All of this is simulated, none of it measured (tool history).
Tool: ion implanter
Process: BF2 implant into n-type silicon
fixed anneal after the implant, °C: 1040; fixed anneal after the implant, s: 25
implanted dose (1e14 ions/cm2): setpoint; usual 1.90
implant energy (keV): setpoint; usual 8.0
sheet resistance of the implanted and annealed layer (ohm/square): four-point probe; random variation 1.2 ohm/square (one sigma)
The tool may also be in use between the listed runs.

run     day  implanted dose (1e14 ions/cm2)  implant energy (keV)  wafers since the last listed run  hours since the last dose calibration  hours since the extraction supply was calibrated  hours since the gauge calibration  read-back reference wafer on the same gauge, sheet resistance  sheet resistance of the implanted and annealed layer (ohm/square)
  1   0.000                            1.63                   8.0                                 0                                 2004.0                                            1665.6                              205.9                                                         667.08                                                             661.09
  2   1.350                            1.71                   8.5                               390                                 2036.4                                            1698.0                              238.3                                                         667.01                                                             628.97
  3   2.396                            1.71                   8.5                               302                                 2061.5                                            1723.1                              263.4                                                         666.45                                                             626.51
  4   3.650                            2.19                   6.5                               363                                 2091.6                                            1753.2                              293.5                                                         666.91                                                             523.65
      4.808  -- Faraday cup replaced and dose calibrated
  5   4.912                            1.90                   8.0                               269                                    2.5                                            1783.5                              323.8                                                         667.43                                                             575.94
  6   5.483                            1.90                   8.0                               165                                   16.2                                            1797.2                              337.5                                                         666.97                                                             577.83
  7   6.825                            1.90                   8.0                               388                                   48.4                                            1829.4                              369.7                                                         666.91                                                             575.08
  8   7.621                            1.58                   8.0                               230                                   67.5                                            1848.5                              388.8                                                         666.47                                                             676.72
  9   8.533                            1.90                   8.0                               264                                   89.4                                            1870.4                              410.7                                                         666.80                                                             576.75
      9.617  -- extraction supply calibrated
 10   9.638                            1.90                   8.0                               223                                  115.9                                               0.5                              437.2                                                         667.42                                                             577.26
      9.812  -- gauge calibrated
 11  10.525                            2.10                   9.0                               256                                  137.2                                              21.8                               17.1                                                         667.59                                                             520.05
 12  11.125                            1.37                   6.5                               173                                  151.6                                              36.2                               31.5                                                         666.62                                                             784.96
 13  12.396                            1.67                   9.0                               367                                  182.1                                              66.7                               62.0                                                         667.19                                                             636.33
 14  13.342                            1.90                  10.0                               273                                  204.8                                              89.4                               84.7                                                         667.07                                                             560.82
 15  13.850                            2.26                   6.0                               147                                  217.0                                             101.6                               96.9                                                         667.05                                                             515.35
 16  15.333                            2.25                   6.5                               429                                  252.6                                             137.2                              132.5                                                         667.10                                                             515.25

What the log doesn't show, run by run:
deviation of the true dose from the Faraday cup's reading, %: 0 in every run
deviation of the true energy from its setpoint, %: 0 in every run
gauge reads high (%): 0 in every run

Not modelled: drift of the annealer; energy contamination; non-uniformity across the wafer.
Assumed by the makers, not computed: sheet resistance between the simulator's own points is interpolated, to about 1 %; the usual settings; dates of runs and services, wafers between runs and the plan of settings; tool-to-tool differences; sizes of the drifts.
